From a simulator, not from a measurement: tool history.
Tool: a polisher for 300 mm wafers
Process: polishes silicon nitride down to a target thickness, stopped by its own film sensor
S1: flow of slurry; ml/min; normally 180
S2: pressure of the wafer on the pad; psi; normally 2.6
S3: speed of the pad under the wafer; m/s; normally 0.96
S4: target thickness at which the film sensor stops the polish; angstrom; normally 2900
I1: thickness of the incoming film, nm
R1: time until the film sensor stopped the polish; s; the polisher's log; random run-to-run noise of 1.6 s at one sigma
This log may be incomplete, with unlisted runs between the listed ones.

Run 1, hour 0: usual settings but S4 3110 angstrom; I1 426.5. Result: R1 98.3 s.
At hour 25.4: slurry nozzle cleaned.
Run 2, hour 27.5: usual settings; I1 422.1. Result: R1 111.1 s.
Run 3, hour 60.3: usual settings; I1 420.6. Result: R1 110.3 s.
Run 4, hour 95.8: usual settings; I1 418.1. Result: R1 108.8 s.
Run 5, hour 107.9: usual settings; I1 414.1. Result: R1 102.8 s.
At hour 112.2: worn pad replaced by a new one.
Run 6, hour 141.4: usual settings but S4 3070 angstrom; I1 413.8. Result: R1 88.2 s.
Run 7, hour 174.3: usual settings but S2 2.9 psi, S3 1.14 m/s; I1 413.5. Result: R1 80.7 s.
Run 8, hour 196.7: usual settings but S2 2.9 psi, S3 1.14 m/s; I1 414.7. Result: R1 83.2 s.
Run 9, hour 221: usual settings but S2 2.1 psi; I1 420.4. Result: R1 136.1 s.
Run 10, hour 236.7: usual settings but S2 2.1 psi; I1 428. Result: R1 140.9 s.
Run 11, hour 265.1: usual settings; I1 423.6. Result: R1 113.3 s.
At hour 318.2: worn pad replaced by a new one.
Run 12, hour 320.8: usual settings; I1 423.3. Result: R1 122.4 s.
Run 13, hour 338: usual settings; I1 423.1. Result: R1 119.2 s.
Run 14, hour 351.4: usual settings; I1 418.7. Result: R1 119.5 s.
At hour 373.1: slurry nozzle cleaned.
Run 15, hour 376.5: usual settings; I1 420.1. Result: R1 120.3 s.
Run 16, hour 402.3: usual settings; I1 423.5. Result: R1 121.6 s.
Run 17, hour 420.3: usual settings; I1 422.2. Result: R1 125.2 s.
Run 18, hour 435.6: usual settings but S1 235 ml/min, S3 0.86 m/s; I1 422.6. Result: R1 133.9 s.
Run 19, hour 470.8: usual settings but S4 3070 angstrom; I1 412.6. Result: R1 98.2 s.
At hour 486.1: worn pad replaced by a new one, repeated, since the last time left the tool worse.
Run 20, hour 487.2: usual settings but S2 3.1 psi, S4 2710 angstrom; I1 419.9. Result: R1 102.2 s.
Run 21, hour 513.1: usual settings but S2 2.3 psi, S3 1.12 m/s; I1 412. Result: R1 100.4 s.
Run 22, hour 537.4: usual settings but S2 2.1 psi; I1 424.5. Result: R1 141.7 s.
Run 23, hour 568.1: usual settings; I1 413.5. Result: R1 103.1 s.
Run 24, hour 638.6: usual settings but S2 2.9 psi, S3 1.2 m/s, S4 3110 angstrom; I1 418.8. Result: R1 71.9 s.

Predict the results of run 25:
Run 25, hour 658.1: usual settings but S1 160 ml/min, S2 3.2 psi; I1 418.6. Result: R1 ?.

{"run 25": {"R1": 93.1}}
The same run, on a tool lacking any hidden state, would have yielded R1 87.5 s.

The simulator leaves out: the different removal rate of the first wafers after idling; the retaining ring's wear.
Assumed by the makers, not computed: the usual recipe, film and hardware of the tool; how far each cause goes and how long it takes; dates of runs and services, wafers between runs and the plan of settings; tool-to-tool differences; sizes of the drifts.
